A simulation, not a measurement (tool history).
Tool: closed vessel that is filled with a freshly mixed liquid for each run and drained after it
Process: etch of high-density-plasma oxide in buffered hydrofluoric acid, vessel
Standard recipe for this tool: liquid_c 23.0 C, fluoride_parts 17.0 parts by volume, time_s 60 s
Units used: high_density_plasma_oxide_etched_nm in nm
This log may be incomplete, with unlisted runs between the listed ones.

| run | hour | liquid_c | fluoride_parts | time_s | wafers since the last listed run | hours since the thermometer was replaced | hours since the hydrofluoric acid flow meter was replaced | hours since the gauge calibration | read-back film thickness of the high-density-plasma oxide reference wafer, read on the same gauge (nm) | high_density_plasma_oxide_etched_nm |
|---|---|---|---|---|---|---|---|---|---|---|
| 1 | 0.0 | 23.0 | 15.0 | 60 | 0 | 1294.8 | 834.6 | 1713.6 | 69.99 | 47.13 |
| 2 | 83.1 | 23.0 | 17.0 | 60 | 7886 | 1377.9 | 917.7 | 1796.7 | 69.95 | 41.93 |
| 3 | 303.3 | 23.0 | 17.0 | 60 | 20897 | 1598.1 | 1137.9 | 2016.9 | 69.99 | 41.82 |
| 4 | 395.6 | 23.0 | 21.0 | 60 | 8759 | 1690.4 | 1230.2 | 2109.2 | 69.98 | 34.02 |
| 5 | 489.8 | 23.0 | 21.0 | 60 | 8939 | 1784.6 | 1324.4 | 2203.4 | 69.96 | 33.75 |
| 6 | 570.5 | 23.0 | 12.5 | 45 | 7658 | 1865.3 | 1405.1 | 2284.1 | 70.03 | 42.79 |
| 7 | 652.3 | 23.0 | 12.5 | 45 | 7762 | 1947.1 | 1486.9 | 2365.9 | 69.99 | 43.00 |
| 8 | 696.8 | 23.0 | 12.5 | 45 | 4223 | 1991.6 | 1531.4 | 2410.4 | 69.96 | 42.63 |
| 9 | 775.6 | 23.0 | 17.0 | 75 | 7478 | 2070.4 | 1610.2 | 2489.2 | 70.02 | 52.39 |
| 10 | 847.8 | 23.0 | 17.0 | 75 | 6851 | 2142.6 | 1682.4 | 2561.4 | 69.98 | 52.56 |
| 11 | 929.2 | 23.0 | 17.0 | 75 | 7724 | 2224.0 | 1763.8 | 2642.8 | 69.93 | 52.15 |
| 12 | 982.8 | 23.0 | 17.0 | 60 | 5086 | 2277.6 | 1817.4 | 2696.4 | 69.99 | 42.12 |
| 13 | 1019.4 | 25.5 | 17.0 | 80 | 3473 | 2314.2 | 1854.0 | 2733.0 | 69.96 | 63.78 |
| 14 | 1064.0 | 26.0 | 17.0 | 40 | 4232 | 2358.8 | 1898.6 | 2777.6 | 69.97 | 33.37 |
| 15 | 1127.0 | 20.5 | 22.5 | 60 | 5978 | 2421.8 | 1961.6 | 2840.6 | 70.06 | 27.81 |
| 16 | 1213.4 | 23.0 | 17.0 | 60 | 8199 | 2508.2 | 2048.0 | 2927.0 | 69.99 | 41.68 |
|  | 1220.3 | hydrofluoric acid flow meter replaced |
|  | 1229.1 | thermometer replaced |
| 17 | 1273.4 | 23.0 | 23.0 | 30 | 5504 | 44.3 | 53.1 | 2987.0 | 70.00 | 16.17 |
| 18 | 1320.2 | 28.0 | 17.0 | 90 | 4441 | 91.1 | 99.9 | 3033.8 | 70.00 | 82.79 |
|  | 1407.7 | gauge calibrated |
| 19 | 1426.4 | 23.0 | 17.0 | 60 | 10078 | 197.3 | 206.1 | 18.7 | 70.03 | 41.71 |
| 20 | 1477.0 | 25.0 | 17.0 | 80 | 4801 | 247.9 | 256.7 | 69.3 | 69.99 | 62.03 |
| 21 | 1572.4 | 23.0 | 17.0 | 60 | 9053 | 343.3 | 352.1 | 164.7 | 70.00 | 42.14 |
| 22 | 1626.6 | 23.0 | 17.0 | 60 | 5143 | 397.5 | 406.3 | 218.9 | 70.02 | 41.27 |
| 23 | 1679.0 | 23.0 | 17.0 | 60 | 4972 | 449.9 | 458.7 | 271.3 | 69.96 | 41.78 |
| 24 | 1777.0 | 23.0 | 17.0 | 60 | 9300 | 547.9 | 556.7 | 369.3 | 70.01 | 42.04 |
| 25 | 1837.8 | 27.0 | 17.0 | 35 | 5769 | 608.7 | 617.5 | 430.1 | 70.01 | 30.58 |
| 26 | 1913.0 | 26.5 | 22.5 | 40 | 7136 | 683.9 | 692.7 | 505.3 | 69.99 | 26.38 |
| 27 | 2018.7 | 21.5 | 14.0 | 95 | 10030 | 789.6 | 798.4 | 611.0 | 69.97 | 73.92 |
| 28 | 2072.2 | 18.5 | 24.0 | 75 | 5077 | 843.1 | 851.9 | 664.5 | 70.04 | 30.37 |
| 29 | 2249.9 | 20.5 | 11.5 | 90 | 16863 | 1020.8 | 1029.6 | 842.2 | 70.03 | 80.90 |
| 30 | 2342.1 | 21.0 | 23.5 | 30 | 8749 | 1113.0 | 1121.8 | 934.4 | 70.02 | 14.23 |
| 31 | 2441.2 | 23.0 | 17.0 | 60 | 9404 | 1212.1 | 1220.9 | 1033.5 | 70.00 | 42.21 |

Below are 4 alternative next runs, each starting from the tool's condition after run 31. Predict each:
| A | 2441.9 | 23.0 | 17.0 | 60 | 66 | 1212.8 | 1221.6 | 1034.2 | ? | ? |
| B | 2441.9 | 23.0 | 12.5 | 95 | 66 | 1212.8 | 1221.6 | 1034.2 | ? | ? |
| C | 2441.9 | 21.0 | 22.0 | 50 | 66 | 1212.8 | 1221.6 | 1034.2 | ? | ? |
| D | 2441.9 | 23.0 | 17.0 | 50 | 66 | 1212.8 | 1221.6 | 1034.2 | ? | ? |

| run | read-back film thickness of the high-density-plasma oxide reference wafer, read on the same gauge (nm) | high_density_plasma_oxide_etched_nm |
|---|---|---|
| A | 69.99 | 41.85 |
| B | 69.99 | 89.60 |
| C | 69.99 | 24.58 |
| D | 69.99 | 34.87 |
What these runs would have given with no unlogged condition in the tool:
| run | high_density_plasma_oxide_etched_nm |
|---|---|
| A | 42.09 |
| B | 90.13 |
| C | 25.04 |
| D | 35.07 |

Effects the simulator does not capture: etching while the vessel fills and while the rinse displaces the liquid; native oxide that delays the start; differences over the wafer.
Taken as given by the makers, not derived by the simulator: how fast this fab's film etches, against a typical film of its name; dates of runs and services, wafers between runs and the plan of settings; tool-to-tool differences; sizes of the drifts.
